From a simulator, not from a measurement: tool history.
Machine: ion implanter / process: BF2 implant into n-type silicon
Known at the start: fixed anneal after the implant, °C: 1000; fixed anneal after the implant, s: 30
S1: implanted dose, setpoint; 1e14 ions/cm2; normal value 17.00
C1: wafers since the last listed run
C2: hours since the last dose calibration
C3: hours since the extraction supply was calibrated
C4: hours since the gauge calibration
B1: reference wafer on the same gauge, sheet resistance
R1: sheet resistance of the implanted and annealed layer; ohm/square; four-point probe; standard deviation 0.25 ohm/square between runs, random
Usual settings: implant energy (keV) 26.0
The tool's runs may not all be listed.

Run 1, hour 0.0: usual settings but implant energy (keV) 22.5; C1 0; C2 1344.6; C3 1733.0; C4 699.3; B1 126.94. Result: R1 131.85 ohm/square.
Run 2, hour 43.3: usual settings but implant energy (keV) 22.5; C1 1313; C2 1387.9; C3 1776.3; C4 742.6; B1 127.02. Result: R1 131.45 ohm/square.
At hour 79.3: gauge calibrated.
Run 3, hour 90.2: usual settings; C1 1422; C2 1434.8; C3 1823.2; C4 10.9; B1 126.95. Result: R1 123.73 ohm/square.
Run 4, hour 156.1: usual settings; C1 1998; C2 1500.7; C3 1889.1; C4 76.8; B1 127.10. Result: R1 123.68 ohm/square.
Run 5, hour 223.7: usual settings; C1 2050; C2 1568.3; C3 1956.7; C4 144.4; B1 126.97. Result: R1 123.15 ohm/square.
Run 6, hour 272.7: usual settings but S1 13.07 1e14 ions/cm2; C1 1486; C2 1617.3; C3 2005.7; C4 193.4; B1 126.96. Result: R1 129.60 ohm/square.
At hour 536.6: extraction supply calibrated.
Run 7, hour 585.7: usual settings but S1 13.07 1e14 ions/cm2; C1 9250; C2 1930.3; C3 49.1; C4 506.4; B1 126.95. Result: R1 131.30 ohm/square.
Run 8, hour 662.9: usual settings but S1 13.07 1e14 ions/cm2; C1 2341; C2 2007.5; C3 126.3; C4 583.6; B1 126.94. Result: R1 131.40 ohm/square.
At hour 704.2: Faraday cup replaced and dose calibrated.
Run 9, hour 735.4: usual settings but implant energy (keV) 34.0; C1 1956; C2 31.2; C3 198.8; C4 656.1; B1 127.01. Result: R1 111.15 ohm/square.
Run 10, hour 792.8: usual settings but implant energy (keV) 31.0; C1 1740; C2 88.6; C3 256.2; C4 713.5; B1 127.04. Result: R1 115.97 ohm/square.
At hour 819.8: gauge calibrated.
Run 11, hour 871.3: usual settings but implant energy (keV) 32.5; C1 2380; C2 167.1; C3 334.7; C4 51.5; B1 126.90. Result: R1 113.39 ohm/square.
Run 12, hour 956.4: usual settings but S1 14.24 1e14 ions/cm2, implant energy (keV) 34.5; C1 2580; C2 252.2; C3 419.8; C4 136.6; B1 127.05. Result: R1 114.61 ohm/square.
Run 13, hour 1014.0: usual settings but S1 12.86 1e14 ions/cm2, implant energy (keV) 30.0; C1 1746; C2 309.8; C3 477.4; C4 194.2; B1 127.06. Result: R1 124.29 ohm/square.
Run 14, hour 1072.1: usual settings; C1 1762; C2 367.9; C3 535.5; C4 252.3; B1 127.02. Result: R1 125.03 ohm/square.
Run 15, hour 1169.5: usual settings but S1 12.56 1e14 ions/cm2, implant energy (keV) 30.0; C1 2953; C2 465.3; C3 632.9; C4 349.7; B1 126.97. Result: R1 125.42 ohm/square.
Run 16, hour 1205.6: usual settings but S1 12.36 1e14 ions/cm2, implant energy (keV) 34.0; C1 1094; C2 501.4; C3 669.0; C4 385.8; B1 126.94. Result: R1 119.95 ohm/square.
Run 17, hour 1296.6: usual settings; C1 2759; C2 592.4; C3 760.0; C4 476.8; B1 127.06. Result: R1 125.23 ohm/square.

5 options for the next run, each taken on its own from the tool as it stands now. Forecast them:
Run A, hour 1297.0: usual settings; C1 12; C2 592.8; C3 760.4; C4 477.2; B1 ?. Result: R1 ?.
Run B, hour 1297.0: usual settings but S1 13.17 1e14 ions/cm2, implant energy (keV) 31.5; C1 12; C2 592.8; C3 760.4; C4 477.2; B1 ?. Result: R1 ?.
Run C, hour 1297.0: usual settings but S1 19.20 1e14 ions/cm2; C1 12; C2 592.8; C3 760.4; C4 477.2; B1 ?. Result: R1 ?.
Run D, hour 1297.0: usual settings but implant energy (keV) 33.0; C1 12; C2 592.8; C3 760.4; C4 477.2; B1 ?. Result: R1 ?.
Run E, hour 1297.0: usual settings but S1 15.62 1e14 ions/cm2, implant energy (keV) 22.0; C1 12; C2 592.8; C3 760.4; C4 477.2; B1 ?. Result: R1 ?.

run      B1      R1
  A  127.01  125.07
  B  127.01  120.95
  C  127.01  123.39
  D  127.01  112.39
  E  127.01  135.85
Without the tool's hidden state the same runs would have given:
run      R1
  A  125.11
  B  120.99
  C  123.43
  D  112.43
  E  135.90

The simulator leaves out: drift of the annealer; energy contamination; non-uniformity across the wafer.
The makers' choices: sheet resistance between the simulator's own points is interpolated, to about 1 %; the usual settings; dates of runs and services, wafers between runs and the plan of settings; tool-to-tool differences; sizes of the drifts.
